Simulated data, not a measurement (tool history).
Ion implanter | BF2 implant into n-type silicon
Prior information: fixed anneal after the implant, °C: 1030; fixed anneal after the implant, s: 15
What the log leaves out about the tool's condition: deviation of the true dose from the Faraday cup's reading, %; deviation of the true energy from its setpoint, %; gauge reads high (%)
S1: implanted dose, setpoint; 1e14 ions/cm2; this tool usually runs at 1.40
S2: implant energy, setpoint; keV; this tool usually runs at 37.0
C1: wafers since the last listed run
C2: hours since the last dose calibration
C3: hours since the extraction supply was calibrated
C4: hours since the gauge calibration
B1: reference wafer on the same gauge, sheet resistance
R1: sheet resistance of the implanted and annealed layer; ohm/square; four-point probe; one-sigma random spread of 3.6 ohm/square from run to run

run    hour    S1    S2    C1      C2      C3      C4      B1      R1
  1     0.0  1.40  37.0     0   262.7  2413.9  1107.2  632.13  686.32
  2    65.6  1.40  37.0  1009   328.3  2479.5  1172.8  632.03  682.77
  3   127.9  1.40  28.5   958   390.6  2541.8  1235.1  629.68  710.96
  4   233.7  1.40  28.5  1627   496.4  2647.6  1340.9  627.55  705.24
  5   330.3  1.40  37.0  1485   593.0  2744.2  1437.5  625.79  687.19
  6   395.0  1.40  37.0   995   657.7  2808.9  1502.2  624.27  684.67
  7   483.1  1.40  37.0  1355   745.8  2897.0  1590.3  621.99  682.93
  8   568.4  1.40  37.0  1312   831.1  2982.3  1675.6  620.05  681.19
  9   641.7  1.40  37.0  1127   904.4  3055.6  1748.9  617.92  678.02
 10   725.4  1.40  37.0  1287   988.1  3139.3  1832.6  616.75  675.43
 11   830.5  1.40  37.0  1616  1093.2  3244.4  1937.7  612.13  669.70
 12   925.4  1.40  37.0  1459  1188.1  3339.3  2032.6  608.92  669.84
 13  1013.2  1.21  37.0  1350  1275.9  3427.1  2120.4  606.93  749.92
 14  1119.6  0.98  37.0  1636  1382.3  3533.5  2226.8  603.80  879.34
     1143.3  -- gauge calibrated
 15  1172.7  1.40  45.0   816  1435.4  3586.6    29.4  631.84  672.20
 16  1210.8  1.56  32.5   586  1473.5  3624.7    67.5  632.36  647.97
 17  1281.4  1.40  37.0  1085  1544.1  3695.3   138.1  633.08  698.03
 18  1353.9  1.56  32.5  1115  1616.6  3767.8   210.6  631.57  644.89
 19  1417.3  1.40  37.0   975  1680.0  3831.2   274.0  632.35  689.20
 20  1495.7  1.40  37.0  1205  1758.4  3909.6   352.4  632.26  699.31
 21  1591.1  1.18  47.0  1467  1853.8  4005.0   447.8  630.73  766.75
 22  1699.1  1.28  37.0  1661  1961.8  4113.0   555.8  630.68  747.01
     1782.4  -- Faraday cup replaced and dose calibrated
 23  1787.5  1.74  43.0  1236     5.1  4201.4   644.2  629.59  572.10
 24  1831.7  1.40  37.0   679    49.3  4245.6   688.4  628.62  691.11
 25  1908.5  1.40  37.0  1181   126.1  4322.4   765.2  627.79  692.65
 26  1984.0  1.10  45.0  1161   201.6  4397.9   840.7  627.12  816.20
     2005.8  -- extraction supply calibrated
 27  2085.7  0.99  25.0  1441   303.3    79.9   942.4  626.14  959.63
 28  2139.2  1.40  49.0   822   356.8   133.4   995.9  625.21  668.75
 29  2206.9  1.63  33.0  1041   424.5   201.1  1063.6  623.71  614.40
 30  2273.7  1.40  37.0  1027   491.3   267.9  1130.4  622.82  675.74
 31  2322.0  1.40  41.0   742   539.6   316.2  1178.7  621.47  674.49
 32  2415.9  1.08  25.5  1444   633.5   410.1  1272.6  620.38  886.71
 33  2492.9  1.56  32.5  1184   710.5   487.1  1349.6  618.60  637.02
 34  2574.4  1.11  47.5  1253   792.0   568.6  1431.1  617.32  786.65
 35  2682.3  1.69  28.5  1659   899.9   676.5  1539.0  615.61  596.63
 36  2743.1  1.08  49.0   935   960.7   737.3  1599.8  613.41  797.45

Per-run results on a tool with no hidden state, each run keeping its own random variation:
run      R1
  1  690.68
  2  688.33
  3  718.05
  4  714.60
  5  698.57
  6  697.61
  7  698.14
  8  698.71
  9  697.60
 10  697.49
 11  694.94
 12  698.33
 13  785.36
 14  926.22
 15  676.00
 16  651.66
 17  702.12
 18  648.87
 19  693.70
 20  704.29
 21  772.93
 22  754.00
 23  578.19
 24  698.96
 25  701.46
 26  827.78
 27  975.38
 28  680.58
 29  626.32
 30  690.08
 31  689.73
 32  909.29
 33  654.84
 34  810.91
 35  617.45
 36  827.22

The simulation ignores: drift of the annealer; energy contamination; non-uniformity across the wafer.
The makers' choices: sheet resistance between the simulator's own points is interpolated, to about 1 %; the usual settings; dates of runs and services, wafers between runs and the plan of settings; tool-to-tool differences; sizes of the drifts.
